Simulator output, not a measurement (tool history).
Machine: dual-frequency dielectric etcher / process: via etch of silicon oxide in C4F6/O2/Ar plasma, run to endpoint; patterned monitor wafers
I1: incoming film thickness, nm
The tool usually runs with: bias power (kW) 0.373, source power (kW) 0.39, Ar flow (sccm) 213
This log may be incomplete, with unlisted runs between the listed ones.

{"run": 1, "hour": 0.0, "bias power (kW)": 0.373, "source power (kW)": 0.39, "Ar flow (sccm)": 187, "I1": 195.7, "endpoint time (s)": 42.5}
{"run": 2, "hour": 28.6, "bias power (kW)": 0.373, "source power (kW)": 0.39, "Ar flow (sccm)": 187, "I1": 195.3, "endpoint time (s)": 42}
{"run": 3, "hour": 92.5, "bias power (kW)": 0.447, "source power (kW)": 0.39, "Ar flow (sccm)": 213, "I1": 195.1, "endpoint time (s)": 39.5}
{"run": 4, "hour": 136.1, "bias power (kW)": 0.373, "source power (kW)": 0.39, "Ar flow (sccm)": 213, "I1": 196.5, "endpoint time (s)": 44}
{"run": 5, "hour": 188.6, "bias power (kW)": 0.458, "source power (kW)": 0.46, "Ar flow (sccm)": 213, "I1": 195.1, "endpoint time (s)": 37}
{"hour": 213.0, "done": "wet clean of the chamber"}
{"run": 6, "hour": 225.1, "bias power (kW)": 0.425, "source power (kW)": 0.42, "Ar flow (sccm)": 232, "I1": 195.5, "endpoint time (s)": 40}
{"run": 7, "hour": 294.4, "bias power (kW)": 0.428, "source power (kW)": 0.39, "Ar flow (sccm)": 213, "I1": 195.9, "endpoint time (s)": 40.5}
{"run": 8, "hour": 324.6, "bias power (kW)": 0.334, "source power (kW)": 0.48, "Ar flow (sccm)": 243, "I1": 195.4, "endpoint time (s)": 43.5}
{"run": 9, "hour": 389.6, "bias power (kW)": 0.373, "source power (kW)": 0.39, "Ar flow (sccm)": 213, "I1": 195.5, "endpoint time (s)": 42.8}
{"run": 10, "hour": 418.1, "bias power (kW)": 0.459, "source power (kW)": 0.42, "Ar flow (sccm)": 213, "I1": 196, "endpoint time (s)": 38.4}
{"hour": 425.8, "done": "bias power generator calibrated"}
{"hour": 439.8, "done": "Ar flow controller replaced"}
{"run": 11, "hour": 460.9, "bias power (kW)": 0.324, "source power (kW)": 0.3, "Ar flow (sccm)": 195, "I1": 194.1, "endpoint time (s)": 49.3}
{"run": 12, "hour": 493.5, "bias power (kW)": 0.349, "source power (kW)": 0.31, "Ar flow (sccm)": 170, "I1": 196.4, "endpoint time (s)": 46.5}
{"hour": 526.9, "done": "source power generator calibrated"}
{"run": 13, "hour": 539.8, "bias power (kW)": 0.286, "source power (kW)": 0.3, "Ar flow (sccm)": 164, "I1": 196.5, "endpoint time (s)": 51.9}
{"run": 14, "hour": 606.5, "bias power (kW)": 0.301, "source power (kW)": 0.43, "Ar flow (sccm)": 258, "I1": 194.5, "endpoint time (s)": 47.1}
{"run": 15, "hour": 667.6, "bias power (kW)": 0.373, "source power (kW)": 0.39, "Ar flow (sccm)": 213, "I1": 194.7, "endpoint time (s)": 43.1}
{"run": 16, "hour": 700.1, "bias power (kW)": 0.373, "source power (kW)": 0.32, "Ar flow (sccm)": 213, "I1": 193.6, "endpoint time (s)": 45.7}
{"run": 17, "hour": 748.6, "bias power (kW)": 0.459, "source power (kW)": 0.42, "Ar flow (sccm)": 213, "I1": 196.6, "endpoint time (s)": 38.4}
{"run": 18, "hour": 819.2, "bias power (kW)": 0.454, "source power (kW)": 0.39, "Ar flow (sccm)": 213, "I1": 195.9, "endpoint time (s)": 39.4}
{"hour": 844.8, "done": "wet clean of the chamber"}
{"run": 19, "hour": 855.6, "bias power (kW)": 0.401, "source power (kW)": 0.42, "Ar flow (sccm)": 213, "I1": 194.8, "endpoint time (s)": 40.7}
{"run": 20, "hour": 924.6, "bias power (kW)": 0.373, "source power (kW)": 0.39, "Ar flow (sccm)": 213, "I1": 195.9, "endpoint time (s)": 42.9}
{"run": 21, "hour": 1023.9, "bias power (kW)": 0.301, "source power (kW)": 0.43, "Ar flow (sccm)": 258, "I1": 195, "endpoint time (s)": 47.3}
{"run": 22, "hour": 1053.2, "bias power (kW)": 0.373, "source power (kW)": 0.39, "Ar flow (sccm)": 213, "I1": 195.3, "endpoint time (s)": 43.3}
{"run": 23, "hour": 1113.7, "bias power (kW)": 0.373, "source power (kW)": 0.33, "Ar flow (sccm)": 165, "I1": 197, "endpoint time (s)": 44.3}

What does the tool deliver on the next run?
{"run": 24, "hour": 1157.4, "bias power (kW)": 0.297, "source power (kW)": 0.39, "Ar flow (sccm)": 213, "I1": 196.7, "endpoint time (s)": "?"}

{"run 24": {"endpoint time (s)": 48.9}}
The same run, on a tool lacking any hidden state, would have yielded endpoint time (s) 48.9.
